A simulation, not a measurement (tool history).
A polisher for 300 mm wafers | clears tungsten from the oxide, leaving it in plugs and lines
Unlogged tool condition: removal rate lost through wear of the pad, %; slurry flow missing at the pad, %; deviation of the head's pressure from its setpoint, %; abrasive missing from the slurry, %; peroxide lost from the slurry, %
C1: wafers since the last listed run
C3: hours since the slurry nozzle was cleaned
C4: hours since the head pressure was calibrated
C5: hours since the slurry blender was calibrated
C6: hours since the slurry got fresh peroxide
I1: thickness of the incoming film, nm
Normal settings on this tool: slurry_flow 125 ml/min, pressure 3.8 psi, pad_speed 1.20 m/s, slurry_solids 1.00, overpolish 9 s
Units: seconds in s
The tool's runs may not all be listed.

run 1 hour=0.0 | slurry_flow=125 pressure=3.8 pad_speed=1.20 slurry_solids=1.00 overpolish=9 | C1=0 wafers_polished_on_this_pad=1836 C3=102.7 C4=928.2 C5=576.0 C6=68.9 | I1=437.8 | seconds=105.8
run 2 hour=92.7 | slurry_flow=125 pressure=3.8 pad_speed=1.20 slurry_solids=1.00 overpolish=9 | C1=668 wafers_polished_on_this_pad=2505 C3=195.4 C4=1020.9 C5=668.7 C6=161.6 | I1=448.6 | seconds=108.0
-- hour=130.7 slurry blender recalibrated
run 3 hour=196.4 | slurry_flow=125 pressure=3.8 pad_speed=1.20 slurry_solids=1.00 overpolish=9 | C1=733 wafers_polished_on_this_pad=3238 C3=299.1 C4=1124.6 C5=65.7 C6=265.3 | I1=444.1 | seconds=100.1
run 4 hour=254.9 | slurry_flow=125 pressure=3.8 pad_speed=1.54 slurry_solids=1.00 overpolish=9 | C1=421 wafers_polished_on_this_pad=3660 C3=357.6 C4=1183.1 C5=124.2 C6=323.8 | I1=445.3 | seconds=88.0
run 5 hour=332.4 | slurry_flow=95 pressure=3.8 pad_speed=0.82 slurry_solids=1.30 overpolish=7 | C1=558 wafers_polished_on_this_pad=4219 C3=435.1 C4=1260.6 C5=201.7 C6=401.3 | I1=436.8 | seconds=143.7
run 6 hour=395.7 | slurry_flow=110 pressure=3.8 pad_speed=1.20 slurry_solids=1.00 overpolish=9 | C1=456 wafers_polished_on_this_pad=4675 C3=498.4 C4=1323.9 C5=265.0 C6=464.6 | I1=437.3 | seconds=115.6
-- hour=444.6 worn pad replaced by a new one
run 7 hour=469.4 | slurry_flow=100 pressure=2.7 pad_speed=1.06 slurry_solids=1.00 overpolish=12 | C1=502 wafers_polished_on_this_pad=178 C3=572.1 C4=1397.6 C5=338.7 C6=538.3 | I1=439.8 | seconds=181.0
run 8 hour=556.0 | slurry_flow=125 pressure=3.8 pad_speed=1.20 slurry_solids=1.00 overpolish=13 | C1=624 wafers_polished_on_this_pad=803 C3=658.7 C4=1484.2 C5=425.3 C6=624.9 | I1=445.5 | seconds=124.5
-- hour=575.4 head pressure recalibrated
-- hour=577.5 slurry nozzle cleaned
-- hour=645.6 slurry tank refilled with fresh slurry and peroxide
run 9 hour=655.2 | slurry_flow=125 pressure=2.7 pad_speed=1.20 slurry_solids=1.00 overpolish=9 | C1=686 wafers_polished_on_this_pad=1489 C3=77.7 C4=79.8 C5=524.5 C6=9.6 | I1=438.1 | seconds=141.3
-- hour=711.6 slurry blender recalibrated
run 10 hour=734.6 | slurry_flow=160 pressure=3.8 pad_speed=1.20 slurry_solids=1.20 overpolish=9 | C1=558 wafers_polished_on_this_pad=2047 C3=157.1 C4=159.2 C5=23.0 C6=89.0 | I1=436.5 | seconds=84.9
run 11 hour=830.7 | slurry_flow=160 pressure=2.8 pad_speed=1.20 slurry_solids=0.75 overpolish=14 | C1=693 wafers_polished_on_this_pad=2740 C3=253.2 C4=255.3 C5=119.1 C6=185.1 | I1=436.5 | seconds=133.3
run 12 hour=876.0 | slurry_flow=90 pressure=3.8 pad_speed=1.20 slurry_solids=0.80 overpolish=12 | C1=326 wafers_polished_on_this_pad=3067 C3=298.5 C4=300.6 C5=164.4 C6=230.4 | I1=445.0 | seconds=124.5
run 13 hour=983.8 | slurry_flow=125 pressure=3.8 pad_speed=1.44 slurry_solids=1.20 overpolish=4 | C1=777 wafers_polished_on_this_pad=3845 C3=406.3 C4=408.4 C5=272.2 C6=338.2 | I1=442.3 | seconds=91.2
run 14 hour=1056.8 | slurry_flow=100 pressure=3.8 pad_speed=1.20 slurry_solids=1.00 overpolish=9 | C1=526 wafers_polished_on_this_pad=4371 C3=479.3 C4=481.4 C5=345.2 C6=411.2 | I1=435.9 | seconds=119.8
-- hour=1089.2 worn pad replaced by a new one
run 15 hour=1110.9 | slurry_flow=165 pressure=3.1 pad_speed=1.50 slurry_solids=1.10 overpolish=9 | C1=361 wafers_polished_on_this_pad=156 C3=533.4 C4=535.5 C5=399.3 C6=465.3 | I1=444.8 | seconds=108.3
run 16 hour=1170.6 | slurry_flow=125 pressure=3.1 pad_speed=1.20 slurry_solids=1.00 overpolish=9 | C1=430 wafers_polished_on_this_pad=587 C3=593.1 C4=595.2 C5=459.0 C6=525.0 | I1=436.2 | seconds=139.2
-- hour=1235.5 slurry nozzle cleaned
run 17 hour=1261.3 | slurry_flow=125 pressure=3.8 pad_speed=1.38 slurry_solids=1.00 overpolish=12 | C1=646 wafers_polished_on_this_pad=1233 C3=25.8 C4=685.9 C5=549.7 C6=615.7 | I1=436.5 | seconds=91.0
-- hour=1283.8 slurry tank refilled with fresh slurry and peroxide
run 18 hour=1308.7 | slurry_flow=125 pressure=3.8 pad_speed=1.20 slurry_solids=1.00 overpolish=9 | C1=334 wafers_polished_on_this_pad=1568 C3=73.2 C4=733.3 C5=597.1 C6=24.9 | I1=440.7 | seconds=101.5
-- hour=1344.6 slurry blender recalibrated
run 19 hour=1354.5 | slurry_flow=125 pressure=3.8 pad_speed=1.20 slurry_solids=1.00 overpolish=7 | C1=315 wafers_polished_on_this_pad=1884 C3=119.0 C4=779.1 C5=9.9 C6=70.7 | I1=443.7 | seconds=94.3
run 20 hour=1461.8 | slurry_flow=125 pressure=3.8 pad_speed=1.20 slurry_solids=1.00 overpolish=9 | C1=773 wafers_polished_on_this_pad=2658 C3=226.3 C4=886.4 C5=117.2 C6=178.0 | I1=432.2 | seconds=97.5
run 21 hour=1544.3 | slurry_flow=125 pressure=3.8 pad_speed=1.20 slurry_solids=1.00 overpolish=9 | C1=594 wafers_polished_on_this_pad=3253 C3=308.8 C4=968.9 C5=199.7 C6=260.5 | I1=443.5 | seconds=102.7
run 22 hour=1608.3 | slurry_flow=140 pressure=3.8 pad_speed=1.20 slurry_solids=1.00 overpolish=7 | C1=461 wafers_polished_on_this_pad=3714 C3=372.8 C4=1032.9 C5=263.7 C6=324.5 | I1=440.3 | seconds=97.5
run 23 hour=1658.6 | slurry_flow=125 pressure=4.6 pad_speed=1.20 slurry_solids=1.00 overpolish=9 | C1=362 wafers_polished_on_this_pad=4077 C3=423.1 C4=1083.2 C5=314.0 C6=374.8 | I1=445.8 | seconds=87.6
-- hour=1679.9 worn pad replaced by a new one
run 24 hour=1746.1 | slurry_flow=125 pressure=3.8 pad_speed=1.20 slurry_solids=1.00 overpolish=9 | C1=602 wafers_polished_on_this_pad=477 C3=510.6 C4=1170.7 C5=401.5 C6=462.3 | I1=441.5 | seconds=106.0
run 25 hour=1840.9 | slurry_flow=90 pressure=3.8 pad_speed=1.58 slurry_solids=1.00 overpolish=9 | C1=683 wafers_polished_on_this_pad=1161 C3=605.4 C4=1265.5 C5=496.3 C6=557.1 | I1=437.2 | seconds=104.9

Consider 5 possible next runs. They are alternatives, not a sequence: every one starts from the tool as it was left by run 25. What does each give?
run A hour=1841.4 | slurry_flow=125 pressure=3.8 pad_speed=1.20 slurry_solids=1.00 overpolish=9 | C1=3 wafers_polished_on_this_pad=1164 C3=605.9 C4=1266.0 C5=496.8 C6=557.6 | I1=434.4 | seconds=?
run B hour=1841.4 | slurry_flow=85 pressure=4.5 pad_speed=1.04 slurry_solids=1.25 overpolish=9 | C1=3 wafers_polished_on_this_pad=1164 C3=605.9 C4=1266.0 C5=496.8 C6=557.6 | I1=434.4 | seconds=?
run C hour=1841.4 | slurry_flow=125 pressure=3.8 pad_speed=1.44 slurry_solids=0.75 overpolish=9 | C1=3 wafers_polished_on_this_pad=1164 C3=605.9 C4=1266.0 C5=496.8 C6=557.6 | I1=434.4 | seconds=?
run D hour=1841.4 | slurry_flow=125 pressure=3.8 pad_speed=0.94 slurry_solids=0.80 overpolish=10 | C1=3 wafers_polished_on_this_pad=1164 C3=605.9 C4=1266.0 C5=496.8 C6=557.6 | I1=434.4 | seconds=?
run E hour=1841.4 | slurry_flow=125 pressure=3.8 pad_speed=0.78 slurry_solids=1.00 overpolish=13 | C1=3 wafers_polished_on_this_pad=1164 C3=605.9 C4=1266.0 C5=496.8 C6=557.6 | I1=434.4 | seconds=?

run=A seconds=109.8
run=B seconds=109.2
run=C seconds=104.0
run=D seconds=133.3
run=E seconds=140.3
Had the tool no hidden state, the same runs would have come out as:
run=A seconds=86.4
run=B seconds=84.2
run=C seconds=82.2
run=D seconds=105.2
run=E seconds=110.5

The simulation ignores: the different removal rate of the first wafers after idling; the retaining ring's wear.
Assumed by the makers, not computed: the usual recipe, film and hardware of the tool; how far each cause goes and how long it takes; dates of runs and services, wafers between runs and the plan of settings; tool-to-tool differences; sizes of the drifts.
